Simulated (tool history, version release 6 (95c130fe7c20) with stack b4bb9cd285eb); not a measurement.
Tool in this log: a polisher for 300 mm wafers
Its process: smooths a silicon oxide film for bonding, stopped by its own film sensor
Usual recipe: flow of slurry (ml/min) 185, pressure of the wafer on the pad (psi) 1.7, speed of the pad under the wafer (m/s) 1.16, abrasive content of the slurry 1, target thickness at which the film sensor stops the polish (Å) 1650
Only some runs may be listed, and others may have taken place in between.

run,day,flow of slurry (ml/min),pressure of the wafer on the pad (psi),speed of the pad under the wafer (m/s),abrasive content of the slurry,target thickness at which the film sensor stops the polish (Å),"incoming thickness of the incoming film, nm",time until the film sensor stopped the polish (s)
1,0,185,1.7,1.16,1,1650,220.3,70.5
2,1.125,185,1.7,1.16,1,1650,220.5,69.6
3,3.983,185,1.7,1.16,1,1650,216.3,63.5
4,5.758,185,1.7,1.16,1,1650,221.3,70.2
# day 5.996: head pressure recalibrated
5,8.646,185,1.7,1.16,1,1650,220.4,73.4
# day 14.642: slurry blender recalibrated
# day 15.362: worn pad replaced by a new one
# day 16.458: slurry nozzle cleaned
6,16.896,185,1.7,1.16,1,1650,219.7,70.6
7,19.862,185,1.7,1.16,1,1650,220.5,70
# day 20.496: head pressure recalibrated
8,22.683,185,1.7,1.16,1,1650,216.5,67.5
9,23.729,185,1.7,1.16,1,1650,221,73.3
10,25.85,185,1.7,1.16,1,1650,218.9,69.1
11,28.471,185,1.7,1.16,1,1650,224.1,77.1
12,29.925,185,1.7,1.16,1,1650,223.9,74.1
# day 31.071: slurry blender recalibrated
# day 31.371: worn pad replaced by a new one
13,32.888,185,1.7,1.16,1,1650,220.3,70.2
# day 33.708: slurry nozzle cleaned
14,34.546,150,1.3,1.42,1,1650,221.1,78
# day 35.896: head pressure recalibrated
15,36.071,185,1.7,1.16,1.15,1650,221.8,73
16,38.546,185,1.7,1.16,1,1650,216.1,67.8
17,40.333,185,1.7,1.16,1,1650,220.4,71.6
18,43.004,185,1.7,1.16,1,1650,221.1,71.4
19,44.862,185,1.5,1.16,1,1650,219.6,78.4
20,46.438,220,1.7,1.48,1.2,1650,219.2,51
21,49.217,185,2.2,1.16,1,1790,218.4,39.1
# day 49.875: worn pad replaced by a new one
# day 50.125: slurry nozzle cleaned
# day 50.292: slurry blender recalibrated
# day 50.404: head pressure recalibrated
22,50.75,185,1.3,0.88,1.1,1650,220.6,115.5
23,56.142,185,1.7,1.16,1,1650,219.2,69.2
24,58.492,160,1.7,1.16,1,1650,220.4,71.9
25,61.425,185,1.7,1.16,1,1650,218.6,67.5
26,62.604,130,1.2,1.16,0.9,1550,220.8,127.6
27,63.817,130,1.7,1.04,1.15,1830,217.8,49
# day 65.888: worn pad replaced by a new one
# day 65.925: head pressure recalibrated
28,65.946,185,2.3,0.92,1.3,1770,216.4,44.3
# day 66.871: slurry nozzle cleaned
# day 68.371: slurry blender recalibrated
29,69.017,160,1.7,1.16,0.8,1650,218.3,74.9

4 ways to go on from here, each from the tool as it stands after run 29. What would each give?
A,69.038,235,1.7,1.16,1,1650,220.1,?
B,69.038,215,1.7,0.96,1,1760,220.1,?
C,69.038,125,1.7,1.16,1,1650,220.1,?
D,69.038,185,2.1,0.84,1,1650,220.1,?

run,time until the film sensor stopped the polish (s)
A,69.2
B,65.1
C,77.2
D,75.9
Without the tool's hidden state the same runs would have given:
run,time until the film sensor stopped the polish (s)
A,72.1
B,67.9
C,80.5
D,79.2
